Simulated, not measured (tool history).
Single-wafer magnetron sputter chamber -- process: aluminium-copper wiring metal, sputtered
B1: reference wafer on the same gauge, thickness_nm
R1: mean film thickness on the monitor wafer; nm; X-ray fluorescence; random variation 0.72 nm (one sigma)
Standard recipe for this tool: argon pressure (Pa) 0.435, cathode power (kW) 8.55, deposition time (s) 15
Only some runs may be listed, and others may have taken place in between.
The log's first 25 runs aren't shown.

{"run": 26, "hour": 1739.9, "argon pressure (Pa)": 0.363, "cathode power (kW)": 10.2, "deposition time (s)": 13.5, "B1": 260.014, "R1": 236.042}
{"hour": 1815.9, "done": "sputter target and shields replaced"}
{"run": 27, "hour": 1837.1, "argon pressure (Pa)": 0.591, "cathode power (kW)": 8.55, "deposition time (s)": 12.7, "B1": 260.056, "R1": 179.096}
{"run": 28, "hour": 2017.2, "argon pressure (Pa)": 0.435, "cathode power (kW)": 8.55, "deposition time (s)": 15, "B1": 259.885, "R1": 218.061}
{"run": 29, "hour": 2107.5, "argon pressure (Pa)": 0.583, "cathode power (kW)": 8.55, "deposition time (s)": 15, "B1": 260.004, "R1": 208.452}
{"run": 30, "hour": 2199.2, "argon pressure (Pa)": 0.435, "cathode power (kW)": 8.55, "deposition time (s)": 15, "B1": 259.94, "R1": 216.666}
{"run": 31, "hour": 2238.6, "argon pressure (Pa)": 0.435, "cathode power (kW)": 10.25, "deposition time (s)": 15, "B1": 260.04, "R1": 257.693}
{"run": 32, "hour": 2326.3, "argon pressure (Pa)": 0.597, "cathode power (kW)": 10.7, "deposition time (s)": 17.7, "B1": 260.027, "R1": 303.032}
{"hour": 2363.3, "done": "sputter target and shields replaced"}
{"run": 33, "hour": 2364.9, "argon pressure (Pa)": 0.523, "cathode power (kW)": 6.8, "deposition time (s)": 17.5, "B1": 259.866, "R1": 199.039}
{"run": 34, "hour": 2471.3, "argon pressure (Pa)": 0.435, "cathode power (kW)": 10, "deposition time (s)": 15, "B1": 260.085, "R1": 257.355}

What if the next run were any one of these 4? Each begins from the tool's condition after run 34:
{"run": "A", "hour": 2471.7, "argon pressure (Pa)": 0.435, "cathode power (kW)": 8.55, "deposition time (s)": 16.9, "B1": "?", "R1": "?"}
{"run": "B", "hour": 2471.7, "argon pressure (Pa)": 0.336, "cathode power (kW)": 8.55, "deposition time (s)": 15, "B1": "?", "R1": "?"}
{"run": "C", "hour": 2471.7, "argon pressure (Pa)": 0.281, "cathode power (kW)": 7.95, "deposition time (s)": 17.8, "B1": "?", "R1": "?"}
{"run": "D", "hour": 2471.7, "argon pressure (Pa)": 0.538, "cathode power (kW)": 8.55, "deposition time (s)": 15, "B1": "?", "R1": "?"}

run=A B1=259.989 R1=246.291
run=B B1=259.989 R1=224.763
run=C B1=259.989 R1=251.893
run=D B1=259.989 R1=212.437
With the hidden condition removed and each run's random variation left untouched, the same runs would have given:
run=A R1=250.181
run=B R1=228.313
run=C R1=255.872
run=D R1=215.793

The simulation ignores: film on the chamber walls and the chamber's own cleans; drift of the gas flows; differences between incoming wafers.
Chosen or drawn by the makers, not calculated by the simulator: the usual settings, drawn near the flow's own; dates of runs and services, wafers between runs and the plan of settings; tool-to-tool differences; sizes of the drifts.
